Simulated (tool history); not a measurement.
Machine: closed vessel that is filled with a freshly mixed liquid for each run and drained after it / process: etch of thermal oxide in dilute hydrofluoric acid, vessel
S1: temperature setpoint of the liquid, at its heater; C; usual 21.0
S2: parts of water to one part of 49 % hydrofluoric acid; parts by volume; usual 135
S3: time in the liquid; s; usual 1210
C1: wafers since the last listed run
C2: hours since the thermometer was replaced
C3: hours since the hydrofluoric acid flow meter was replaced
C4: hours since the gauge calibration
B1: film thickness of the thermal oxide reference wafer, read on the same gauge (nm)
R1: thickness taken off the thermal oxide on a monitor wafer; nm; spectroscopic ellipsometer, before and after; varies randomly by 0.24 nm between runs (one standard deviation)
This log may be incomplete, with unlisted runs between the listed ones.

run 1 hour=0.0 | S1=21.0 S2=135 S3=1210 | C1=0 C2=1818.9 C3=990.8 C4=385.2 | B1=150.04 | R1=37.59
run 2 hour=75.5 | S1=21.0 S2=135 S3=1210 | C1=5245 C2=1894.4 C3=1066.3 C4=460.7 | B1=150.01 | R1=37.46
run 3 hour=103.4 | S1=21.0 S2=135 S3=1210 | C1=1938 C2=1922.3 C3=1094.2 C4=488.6 | B1=149.99 | R1=37.90
run 4 hour=137.4 | S1=23.5 S2=135 S3=1210 | C1=2362 C2=1956.3 C3=1128.2 C4=522.6 | B1=150.00 | R1=41.53
run 5 hour=160.4 | S1=23.5 S2=135 S3=1210 | C1=1597 C2=1979.3 C3=1151.2 C4=545.6 | B1=150.00 | R1=41.66
run 6 hour=174.4 | S1=23.5 S2=135 S3=1210 | C1=972 C2=1993.3 C3=1165.2 C4=559.6 | B1=150.02 | R1=41.65
run 7 hour=192.3 | S1=21.0 S2=135 S3=1210 | C1=1243 C2=2011.2 C3=1183.1 C4=577.5 | B1=149.99 | R1=37.70
run 8 hour=208.9 | S1=21.0 S2=135 S3=1210 | C1=1153 C2=2027.8 C3=1199.7 C4=594.1 | B1=149.97 | R1=37.73
run 9 hour=227.8 | S1=21.0 S2=135 S3=1210 | C1=1313 C2=2046.7 C3=1218.6 C4=613.0 | B1=149.98 | R1=37.67
run 10 hour=253.6 | S1=21.0 S2=135 S3=1210 | C1=1792 C2=2072.5 C3=1244.4 C4=638.8 | B1=149.97 | R1=37.68
-- hour=260.0 gauge calibrated
-- hour=262.1 thermometer replaced
run 11 hour=286.2 | S1=21.0 S2=135 S3=1210 | C1=2195 C2=24.1 C3=1277.0 C4=26.2 | B1=150.01 | R1=37.74
run 12 hour=301.4 | S1=23.0 S2=135 S3=1210 | C1=1055 C2=39.3 C3=1292.2 C4=41.4 | B1=150.00 | R1=40.59
run 13 hour=333.3 | S1=24.5 S2=135 S3=555 | C1=2216 C2=71.2 C3=1324.1 C4=73.3 | B1=149.97 | R1=20.12
run 14 hour=350.5 | S1=22.5 S2=95 S3=580 | C1=1194 C2=88.4 C3=1341.3 C4=90.5 | B1=150.01 | R1=28.73
run 15 hour=386.1 | S1=24.5 S2=135 S3=1515 | C1=2473 C2=124.0 C3=1376.9 C4=126.1 | B1=149.96 | R1=53.95
-- hour=396.9 hydrofluoric acid flow meter replaced
run 16 hour=418.2 | S1=21.0 S2=200 S3=685 | C1=2160 C2=156.1 C3=21.3 C4=158.2 | B1=150.00 | R1=13.57
run 17 hour=523.5 | S1=23.5 S2=200 S3=1210 | C1=7315 C2=261.4 C3=126.6 C4=263.5 | B1=150.01 | R1=26.15
run 18 hour=547.4 | S1=21.0 S2=135 S3=1405 | C1=1660 C2=285.3 C3=150.5 C4=287.4 | B1=150.01 | R1=43.77

Here are 5 independent what-if runs from the current tool condition. What would each one return?
run A hour=548.4 | S1=21.0 S2=135 S3=1210 | C1=69 C2=286.3 C3=151.5 C4=288.4 | B1=? | R1=?
run B hour=548.4 | S1=25.5 S2=160 S3=525 | C1=69 C2=286.3 C3=151.5 C4=288.4 | B1=? | R1=?
run C hour=548.4 | S1=21.0 S2=165 S3=730 | C1=69 C2=286.3 C3=151.5 C4=288.4 | B1=? | R1=?
run D hour=548.4 | S1=22.5 S2=185 S3=585 | C1=69 C2=286.3 C3=151.5 C4=288.4 | B1=? | R1=?
run E hour=548.4 | S1=22.5 S2=70 S3=645 | C1=69 C2=286.3 C3=151.5 C4=288.4 | B1=? | R1=?

run=A B1=149.99 R1=38.30
run=B B1=149.99 R1=16.22
run=C B1=149.99 R1=18.31
run=D B1=149.99 R1=13.58
run=E B1=149.99 R1=45.11
What these runs would have given with no unlogged condition in the tool:
run=A R1=38.30
run=B R1=16.22
run=C R1=18.31
run=D R1=13.58
run=E R1=45.11
